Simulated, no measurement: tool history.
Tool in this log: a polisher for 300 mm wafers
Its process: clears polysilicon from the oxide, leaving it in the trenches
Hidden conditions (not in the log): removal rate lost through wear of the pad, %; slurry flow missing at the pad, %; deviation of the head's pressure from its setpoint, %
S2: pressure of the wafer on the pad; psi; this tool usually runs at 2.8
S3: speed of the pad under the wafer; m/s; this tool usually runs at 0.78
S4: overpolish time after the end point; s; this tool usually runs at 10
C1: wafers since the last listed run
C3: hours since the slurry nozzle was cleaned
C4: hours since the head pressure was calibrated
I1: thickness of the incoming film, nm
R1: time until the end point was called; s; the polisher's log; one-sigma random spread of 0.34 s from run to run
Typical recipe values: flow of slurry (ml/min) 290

run 1 day=0 | flow_of_slurry_(ml/min)=290 S2=2.8 S3=0.78 S4=10 | C1=0 wafers_polished_on_this_pad=430 C3=387.9 C4=789.8 | I1=635.9 | R1=39.4
run 2 day=0.746 | flow_of_slurry_(ml/min)=290 S2=2.8 S3=0.78 S4=10 | C1=116 wafers_polished_on_this_pad=546 C3=405.8 C4=807.7 | I1=638.3 | R1=40.1
-- day=1.296 worn pad replaced by a new one
run 3 day=1.492 | flow_of_slurry_(ml/min)=290 S2=2.8 S3=0.78 S4=10 | C1=90 wafers_polished_on_this_pad=30 C3=423.7 C4=825.6 | I1=629.4 | R1=39.4
run 4 day=1.742 | flow_of_slurry_(ml/min)=290 S2=2.8 S3=0.78 S4=10 | C1=38 wafers_polished_on_this_pad=69 C3=429.7 C4=831.6 | I1=625.1 | R1=39.5
run 5 day=2.342 | flow_of_slurry_(ml/min)=290 S2=2.8 S3=0.88 S4=10 | C1=93 wafers_polished_on_this_pad=162 C3=444.1 C4=846 | I1=635.4 | R1=34.7
run 6 day=2.817 | flow_of_slurry_(ml/min)=290 S2=2.8 S3=0.88 S4=10 | C1=73 wafers_polished_on_this_pad=236 C3=455.5 C4=857.4 | I1=628.9 | R1=35.2
run 7 day=3.804 | flow_of_slurry_(ml/min)=250 S2=2.8 S3=0.88 S4=10 | C1=153 wafers_polished_on_this_pad=390 C3=479.2 C4=881.1 | I1=637.9 | R1=36
-- day=4.221 slurry nozzle cleaned
run 8 day=4.525 | flow_of_slurry_(ml/min)=250 S2=2.8 S3=0.88 S4=10 | C1=105 wafers_polished_on_this_pad=495 C3=7.3 C4=898.4 | I1=631.9 | R1=36.1
run 9 day=4.825 | flow_of_slurry_(ml/min)=250 S2=2.8 S3=0.88 S4=10 | C1=46 wafers_polished_on_this_pad=542 C3=14.5 C4=905.6 | I1=638.4 | R1=36.7
-- day=5.317 worn pad replaced by a new one
run 10 day=5.479 | flow_of_slurry_(ml/min)=290 S2=2.8 S3=0.78 S4=10 | C1=75 wafers_polished_on_this_pad=25 C3=30.2 C4=921.3 | I1=634.5 | R1=40.3
-- day=5.742 head pressure recalibrated
run 11 day=6.121 | flow_of_slurry_(ml/min)=290 S2=2.8 S3=0.78 S4=10 | C1=86 wafers_polished_on_this_pad=112 C3=45.6 C4=9.1 | I1=624.5 | R1=38.5
run 12 day=6.788 | flow_of_slurry_(ml/min)=290 S2=2.8 S3=0.62 S4=10 | C1=103 wafers_polished_on_this_pad=216 C3=61.6 C4=25.1 | I1=628.3 | R1=49.4
run 13 day=7.217 | flow_of_slurry_(ml/min)=235 S2=2.8 S3=0.78 S4=10 | C1=66 wafers_polished_on_this_pad=283 C3=71.9 C4=35.4 | I1=628.6 | R1=40.4
run 14 day=7.717 | flow_of_slurry_(ml/min)=290 S2=2.8 S3=1.06 S4=10 | C1=77 wafers_polished_on_this_pad=360 C3=83.9 C4=47.4 | I1=629.3 | R1=28.9
run 15 day=8.617 | flow_of_slurry_(ml/min)=290 S2=2.8 S3=0.78 S4=10 | C1=140 wafers_polished_on_this_pad=501 C3=105.5 C4=69 | I1=635 | R1=40.9
run 16 day=9.046 | flow_of_slurry_(ml/min)=290 S2=2.8 S3=0.78 S4=10 | C1=66 wafers_polished_on_this_pad=567 C3=115.8 C4=79.3 | I1=635.7 | R1=40.4
run 17 day=9.546 | flow_of_slurry_(ml/min)=360 S2=2.8 S3=0.58 S4=13 | C1=77 wafers_polished_on_this_pad=645 C3=127.8 C4=91.3 | I1=637.8 | R1=53.5
-- day=9.733 worn pad replaced by a new one
run 18 day=10.142 | flow_of_slurry_(ml/min)=290 S2=2.8 S3=1.04 S4=10 | C1=66 wafers_polished_on_this_pad=63 C3=142.1 C4=105.6 | I1=634.6 | R1=30.2
run 19 day=10.742 | flow_of_slurry_(ml/min)=290 S2=2.8 S3=0.96 S4=10 | C1=93 wafers_polished_on_this_pad=156 C3=156.5 C4=120 | I1=633.3 | R1=33
run 20 day=12.254 | flow_of_slurry_(ml/min)=335 S2=3.4 S3=1.02 S4=8 | C1=235 wafers_polished_on_this_pad=392 C3=192.8 C4=156.3 | I1=628.2 | R1=24.5

Alternative continuations, all from the tool just after run 20; predict every row:
run A day=12.275 | flow_of_slurry_(ml/min)=290 S2=2.8 S3=0.78 S4=10 | C1=3 wafers_polished_on_this_pad=395 C3=193.3 C4=156.8 | I1=628.6 | R1=?
run B day=12.275 | flow_of_slurry_(ml/min)=290 S2=2.8 S3=0.66 S4=10 | C1=3 wafers_polished_on_this_pad=395 C3=193.3 C4=156.8 | I1=628.6 | R1=?
run C day=12.275 | flow_of_slurry_(ml/min)=290 S2=2.8 S3=0.78 S4=4 | C1=3 wafers_polished_on_this_pad=395 C3=193.3 C4=156.8 | I1=628.6 | R1=?
run D day=12.275 | flow_of_slurry_(ml/min)=220 S2=2.2 S3=0.54 S4=10 | C1=3 wafers_polished_on_this_pad=395 C3=193.3 C4=156.8 | I1=628.6 | R1=?

run=A R1=40.2
run=B R1=47.6
run=C R1=40.2
run=D R1=75.9
Without the tool's hidden state the same runs would have given:
run=A R1=40.2
run=B R1=47.6
run=C R1=40.2
run=D R1=75.9
